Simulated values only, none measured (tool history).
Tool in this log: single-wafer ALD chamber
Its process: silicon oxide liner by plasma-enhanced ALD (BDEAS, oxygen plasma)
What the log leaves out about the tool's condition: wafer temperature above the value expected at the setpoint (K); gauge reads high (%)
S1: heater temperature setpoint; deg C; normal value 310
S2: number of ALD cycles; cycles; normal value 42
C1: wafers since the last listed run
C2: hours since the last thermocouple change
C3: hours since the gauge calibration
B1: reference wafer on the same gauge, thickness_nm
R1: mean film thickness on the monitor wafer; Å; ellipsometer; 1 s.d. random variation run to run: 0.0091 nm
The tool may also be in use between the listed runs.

{"run": 1, "hour": 0.0, "S1": 302, "S2": 46, "C1": 0, "C2": 1807.2, "C3": 310.9, "B1": 4.0, "R1": 40.93}
{"run": 2, "hour": 32.4, "S1": 302, "S2": 46, "C1": 208, "C2": 1839.6, "C3": 343.3, "B1": 4.003, "R1": 40.78}
{"run": 3, "hour": 59.9, "S1": 319, "S2": 42, "C1": 177, "C2": 1867.1, "C3": 370.8, "B1": 4.008, "R1": 36.37}
{"run": 4, "hour": 73.1, "S1": 319, "S2": 42, "C1": 85, "C2": 1880.3, "C3": 384.0, "B1": 4.01, "R1": 36.51}
{"run": 5, "hour": 102.3, "S1": 304, "S2": 42, "C1": 188, "C2": 1909.5, "C3": 413.2, "B1": 4.017, "R1": 37.43}
{"run": 6, "hour": 126.0, "S1": 310, "S2": 47, "C1": 152, "C2": 1933.2, "C3": 436.9, "B1": 4.021, "R1": 41.49}
{"run": 7, "hour": 138.8, "S1": 310, "S2": 47, "C1": 82, "C2": 1946.0, "C3": 449.7, "B1": 4.024, "R1": 41.38}
{"run": 8, "hour": 154.4, "S1": 310, "S2": 47, "C1": 100, "C2": 1961.6, "C3": 465.3, "B1": 4.026, "R1": 41.51}
{"run": 9, "hour": 188.2, "S1": 310, "S2": 42, "C1": 217, "C2": 1995.4, "C3": 499.1, "B1": 4.032, "R1": 37.07}
{"run": 10, "hour": 210.2, "S1": 310, "S2": 42, "C1": 141, "C2": 2017.4, "C3": 521.1, "B1": 4.038, "R1": 37.14}
{"run": 11, "hour": 227.5, "S1": 310, "S2": 42, "C1": 111, "C2": 2034.7, "C3": 538.4, "B1": 4.042, "R1": 37.15}
{"run": 12, "hour": 262.2, "S1": 310, "S2": 42, "C1": 223, "C2": 2069.4, "C3": 573.1, "B1": 4.054, "R1": 37.34}
{"hour": 292.3, "done": "thermocouple changed; heater temperature recalibrated"}
{"run": 13, "hour": 292.8, "S1": 310, "S2": 42, "C1": 145, "C2": 0.5, "C3": 603.7, "B1": 4.058, "R1": 37.47}
{"run": 14, "hour": 320.1, "S1": 304, "S2": 39, "C1": 175, "C2": 27.8, "C3": 631.0, "B1": 4.066, "R1": 35.21}
{"hour": 329.7, "done": "gauge calibrated"}
{"run": 15, "hour": 345.3, "S1": 304, "S2": 39, "C1": 162, "C2": 53.0, "C3": 15.6, "B1": 3.959, "R1": 34.12}
{"run": 16, "hour": 375.6, "S1": 304, "S2": 39, "C1": 195, "C2": 83.3, "C3": 45.9, "B1": 3.958, "R1": 34.25}
{"run": 17, "hour": 402.0, "S1": 310, "S2": 42, "C1": 170, "C2": 109.7, "C3": 72.3, "B1": 3.959, "R1": 36.37}
{"run": 18, "hour": 433.1, "S1": 310, "S2": 42, "C1": 200, "C2": 140.8, "C3": 103.4, "B1": 3.961, "R1": 36.47}
{"run": 19, "hour": 450.6, "S1": 320, "S2": 39, "C1": 112, "C2": 158.3, "C3": 120.9, "B1": 3.96, "R1": 33.35}
{"run": 20, "hour": 467.1, "S1": 296, "S2": 39, "C1": 106, "C2": 174.8, "C3": 137.4, "B1": 3.961, "R1": 35.04}
{"run": 21, "hour": 496.5, "S1": 314, "S2": 37, "C1": 189, "C2": 204.2, "C3": 166.8, "B1": 3.967, "R1": 31.91}
{"run": 22, "hour": 531.8, "S1": 325, "S2": 36, "C1": 227, "C2": 239.5, "C3": 202.1, "B1": 3.967, "R1": 30.64}
{"run": 23, "hour": 544.0, "S1": 310, "S2": 37, "C1": 78, "C2": 251.7, "C3": 214.3, "B1": 3.971, "R1": 32.08}
{"run": 24, "hour": 558.8, "S1": 310, "S2": 42, "C1": 95, "C2": 266.5, "C3": 229.1, "B1": 3.97, "R1": 36.63}
{"run": 25, "hour": 585.3, "S1": 315, "S2": 49, "C1": 170, "C2": 293.0, "C3": 255.6, "B1": 3.975, "R1": 42.44}
{"run": 26, "hour": 619.9, "S1": 298, "S2": 42, "C1": 222, "C2": 327.6, "C3": 290.2, "B1": 3.98, "R1": 37.52}
{"run": 27, "hour": 633.7, "S1": 310, "S2": 42, "C1": 88, "C2": 341.4, "C3": 304.0, "B1": 3.983, "R1": 36.69}
{"run": 28, "hour": 738.5, "S1": 310, "S2": 42, "C1": 675, "C2": 446.2, "C3": 408.8, "B1": 3.998, "R1": 36.82}
{"run": 29, "hour": 768.9, "S1": 310, "S2": 42, "C1": 195, "C2": 476.6, "C3": 439.2, "B1": 4.002, "R1": 36.84}
{"run": 30, "hour": 792.2, "S1": 310, "S2": 48, "C1": 150, "C2": 499.9, "C3": 462.5, "B1": 4.011, "R1": 42.38}
{"run": 31, "hour": 824.7, "S1": 302, "S2": 50, "C1": 209, "C2": 532.4, "C3": 495.0, "B1": 4.017, "R1": 44.7}
{"run": 32, "hour": 850.2, "S1": 301, "S2": 37, "C1": 164, "C2": 557.9, "C3": 520.5, "B1": 4.022, "R1": 33.16}
{"run": 33, "hour": 867.4, "S1": 315, "S2": 38, "C1": 110, "C2": 575.1, "C3": 537.7, "B1": 4.026, "R1": 33.25}
{"run": 34, "hour": 893.7, "S1": 324, "S2": 45, "C1": 169, "C2": 601.4, "C3": 564.0, "B1": 4.031, "R1": 39.05}

Give the tool's hidden conditions for every run:
wafer temperature above the value expected at the setpoint (K): 0 on each run
H1: gauge reads high (%)
run=1 H1=0.941
run=2 H1=1.07
run=3 H1=1.19
run=4 H1=1.25
run=5 H1=1.39
run=6 H1=1.51
run=7 H1=1.57
run=8 H1=1.66
run=9 H1=1.86
run=10 H1=1.99
run=11 H1=2.1
run=12 H1=2.33
run=13 H1=2.55
run=14 H1=2.75
run=15 H1=-0.0268
run=16 H1=-0.0156
run=17 H1=0.00307
run=18 H1=0.0358
run=19 H1=0.0594
run=20 H1=0.085
run=21 H1=0.139
run=22 H1=0.217
run=23 H1=0.247
run=24 H1=0.287
run=25 H1=0.364
run=26 H1=0.477
run=27 H1=0.526
run=28 H1=0.974
run=29 H1=1.13
run=30 H1=1.25
run=31 H1=1.44
run=32 H1=1.6
run=33 H1=1.71
run=34 H1=1.88
